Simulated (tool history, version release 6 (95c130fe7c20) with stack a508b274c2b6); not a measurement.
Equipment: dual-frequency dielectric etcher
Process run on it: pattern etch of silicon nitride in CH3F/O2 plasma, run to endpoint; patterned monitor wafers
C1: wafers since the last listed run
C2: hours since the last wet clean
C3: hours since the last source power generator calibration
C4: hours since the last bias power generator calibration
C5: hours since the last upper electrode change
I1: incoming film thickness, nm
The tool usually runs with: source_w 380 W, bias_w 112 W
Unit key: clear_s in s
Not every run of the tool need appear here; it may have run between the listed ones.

{"run": 1, "hour": 0.0, "source_w": 420, "bias_w": 104, "C1": 0, "C2": 176.6, "C3": 3361.6, "C4": 1660.7, "C5": 4227.6, "I1": 72.7, "clear_s": 66.9}
{"run": 2, "hour": 47.0, "source_w": 380, "bias_w": 105, "C1": 427, "C2": 223.6, "C3": 3408.6, "C4": 1707.7, "C5": 4274.6, "I1": 72.1, "clear_s": 69.1}
{"run": 3, "hour": 94.0, "source_w": 380, "bias_w": 112, "C1": 427, "C2": 270.6, "C3": 3455.6, "C4": 1754.7, "C5": 4321.6, "I1": 72, "clear_s": 69.2}
{"run": 4, "hour": 190.3, "source_w": 380, "bias_w": 112, "C1": 875, "C2": 366.9, "C3": 3551.9, "C4": 1851, "C5": 4417.9, "I1": 73.1, "clear_s": 70.3}
{"run": 5, "hour": 271.3, "source_w": 380, "bias_w": 112, "C1": 736, "C2": 447.9, "C3": 3632.9, "C4": 1932, "C5": 4498.9, "I1": 72.1, "clear_s": 69.5}
{"hour": 364.5, "done": "wet clean of the chamber"}
{"run": 6, "hour": 378.1, "source_w": 380, "bias_w": 112, "C1": 753, "C2": 13.6, "C3": 3739.7, "C4": 2038.8, "C5": 4605.7, "I1": 72.4, "clear_s": 71.6}
{"run": 7, "hour": 477.3, "source_w": 380, "bias_w": 112, "C1": 902, "C2": 112.8, "C3": 3838.9, "C4": 2138, "C5": 4704.9, "I1": 72.5, "clear_s": 72.4}
{"hour": 524.4, "done": "upper electrode replaced"}
{"run": 8, "hour": 581.5, "source_w": 380, "bias_w": 112, "C1": 729, "C2": 217, "C3": 3943.1, "C4": 2242.2, "C5": 57.1, "I1": 72.3, "clear_s": 72.3}
{"run": 9, "hour": 622.7, "source_w": 380, "bias_w": 112, "C1": 374, "C2": 258.2, "C3": 3984.3, "C4": 2283.4, "C5": 98.3, "I1": 73.2, "clear_s": 72.2}
{"run": 10, "hour": 726.0, "source_w": 380, "bias_w": 112, "C1": 939, "C2": 361.5, "C3": 4087.6, "C4": 2386.7, "C5": 201.6, "I1": 72.3, "clear_s": 72.8}
{"run": 11, "hour": 766.2, "source_w": 380, "bias_w": 123, "C1": 365, "C2": 401.7, "C3": 4127.8, "C4": 2426.9, "C5": 241.8, "I1": 72.6, "clear_s": 70.9}
{"hour": 848.0, "done": "wet clean of the chamber, repeated, since the last time left the tool worse"}
{"run": 12, "hour": 848.5, "source_w": 380, "bias_w": 123, "C1": 530, "C2": 0.5, "C3": 4210.1, "C4": 2509.2, "C5": 324.1, "I1": 72.5, "clear_s": 65.2}
{"hour": 864.0, "done": "bias power generator calibrated"}
{"run": 13, "hour": 908.0, "source_w": 380, "bias_w": 123, "C1": 504, "C2": 60, "C3": 4269.6, "C4": 44, "C5": 383.6, "I1": 72.9, "clear_s": 65.8}
{"run": 14, "hour": 983.5, "source_w": 380, "bias_w": 112, "C1": 686, "C2": 135.5, "C3": 4345.1, "C4": 119.5, "C5": 459.1, "I1": 72, "clear_s": 68.8}
{"run": 15, "hour": 1077.4, "source_w": 380, "bias_w": 112, "C1": 854, "C2": 229.4, "C3": 4439, "C4": 213.4, "C5": 553, "I1": 73.2, "clear_s": 70.5}
{"hour": 1100.2, "done": "source power generator calibrated"}
{"run": 16, "hour": 1184.0, "source_w": 410, "bias_w": 95, "C1": 933, "C2": 336, "C3": 83.8, "C4": 320, "C5": 659.6, "I1": 72.3, "clear_s": 71.6}
{"run": 17, "hour": 1287.0, "source_w": 380, "bias_w": 112, "C1": 936, "C2": 439, "C3": 186.8, "C4": 423, "C5": 762.6, "I1": 72.5, "clear_s": 69.6}
{"run": 18, "hour": 1348.1, "source_w": 380, "bias_w": 88, "C1": 555, "C2": 500.1, "C3": 247.9, "C4": 484.1, "C5": 823.7, "I1": 72.5, "clear_s": 77.5}
{"run": 19, "hour": 1396.5, "source_w": 450, "bias_w": 112, "C1": 440, "C2": 548.5, "C3": 296.3, "C4": 532.5, "C5": 872.1, "I1": 72.1, "clear_s": 65}
{"run": 20, "hour": 1443.9, "source_w": 380, "bias_w": 112, "C1": 431, "C2": 595.9, "C3": 343.7, "C4": 579.9, "C5": 919.5, "I1": 72, "clear_s": 68.9}
{"run": 21, "hour": 1488.2, "source_w": 430, "bias_w": 112, "C1": 402, "C2": 640.2, "C3": 388, "C4": 624.2, "C5": 963.8, "I1": 72.5, "clear_s": 67.4}
{"hour": 1543.4, "done": "wet clean of the chamber"}
{"run": 22, "hour": 1553.3, "source_w": 380, "bias_w": 112, "C1": 373, "C2": 9.9, "C3": 453.1, "C4": 689.3, "C5": 1028.9, "I1": 72.3, "clear_s": 67.5}
{"run": 23, "hour": 1651.6, "source_w": 430, "bias_w": 123, "C1": 894, "C2": 108.2, "C3": 551.4, "C4": 787.6, "C5": 1127.2, "I1": 73.1, "clear_s": 63}
{"run": 24, "hour": 1717.4, "source_w": 350, "bias_w": 140, "C1": 598, "C2": 174, "C3": 617.2, "C4": 853.4, "C5": 1193, "I1": 72.3, "clear_s": 63.6}
{"run": 25, "hour": 1865.2, "source_w": 380, "bias_w": 112, "C1": 1344, "C2": 321.8, "C3": 765, "C4": 1001.2, "C5": 1340.8, "I1": 72.5, "clear_s": 69.1}
{"run": 26, "hour": 1919.0, "source_w": 300, "bias_w": 112, "C1": 489, "C2": 375.6, "C3": 818.8, "C4": 1055, "C5": 1394.6, "I1": 73.1, "clear_s": 77.4}
{"run": 27, "hour": 1986.9, "source_w": 480, "bias_w": 92, "C1": 617, "C2": 443.5, "C3": 886.7, "C4": 1122.9, "C5": 1462.5, "I1": 72.7, "clear_s": 68}
{"run": 28, "hour": 2027.8, "source_w": 380, "bias_w": 126, "C1": 372, "C2": 484.4, "C3": 927.6, "C4": 1163.8, "C5": 1503.4, "I1": 72.8, "clear_s": 66.1}
{"run": 29, "hour": 2134.2, "source_w": 320, "bias_w": 112, "C1": 967, "C2": 590.8, "C3": 1034, "C4": 1270.2, "C5": 1609.8, "I1": 72.6, "clear_s": 75.8}
{"hour": 2242.2, "done": "wet clean of the chamber"}
{"run": 30, "hour": 2242.7, "source_w": 380, "bias_w": 112, "C1": 768, "C2": 0.5, "C3": 1142.5, "C4": 1378.7, "C5": 1718.3, "I1": 72.1, "clear_s": 68.5}
{"run": 31, "hour": 2279.8, "source_w": 380, "bias_w": 112, "C1": 337, "C2": 37.6, "C3": 1179.6, "C4": 1415.8, "C5": 1755.4, "I1": 72, "clear_s": 68.5}
{"run": 32, "hour": 2365.7, "source_w": 290, "bias_w": 112, "C1": 781, "C2": 123.5, "C3": 1265.5, "C4": 1501.7, "C5": 1841.3, "I1": 72.1, "clear_s": 77.7}
{"run": 33, "hour": 2426.8, "source_w": 380, "bias_w": 112, "C1": 555, "C2": 184.6, "C3": 1326.6, "C4": 1562.8, "C5": 1902.4, "I1": 72.4, "clear_s": 67.9}
{"run": 34, "hour": 2521.0, "source_w": 430, "bias_w": 91, "C1": 856, "C2": 278.8, "C3": 1420.8, "C4": 1657, "C5": 1996.6, "I1": 72.6, "clear_s": 72.2}

A few steps of clear_s between consecutive runs. Split each: what settings, incoming material and random variation would produce without the hidden state, and what is left over for the hidden state, along with gauge scatter present in only one of the two compared results (measured, and without hidden state):
Hidden state at play: etch rate over this chamber's usual, %; source power that arrives over what is set, %; bias power that arrives over what is set, %.
Run 5 -> 6: wet clean of the chamber. clear_s +2.1 s: hidden state +2.1, all else +0.
Run 11 -> 12: wet clean of the chamber, repeated, since the last time left the tool worse. clear_s -5.7 s: hidden state -4.6, all else -1.1.
Run 18 -> 19: source_w 380 -> 450, bias_w 88 -> 112. clear_s -12.5 s: hidden state +0, all else -12.5.
Run 21 -> 22: source_w 430 -> 380, wet clean of the chamber. clear_s +0.1 s: hidden state -2.1, all else +2.2.
Run 28 -> 29: source_w 380 -> 320, bias_w 126 -> 112. clear_s +9.7 s: hidden state +0.5, all else +9.2.
Run 32 -> 33: source_w 290 -> 380. clear_s -9.8 s: hidden state +0.1, all else -9.9.
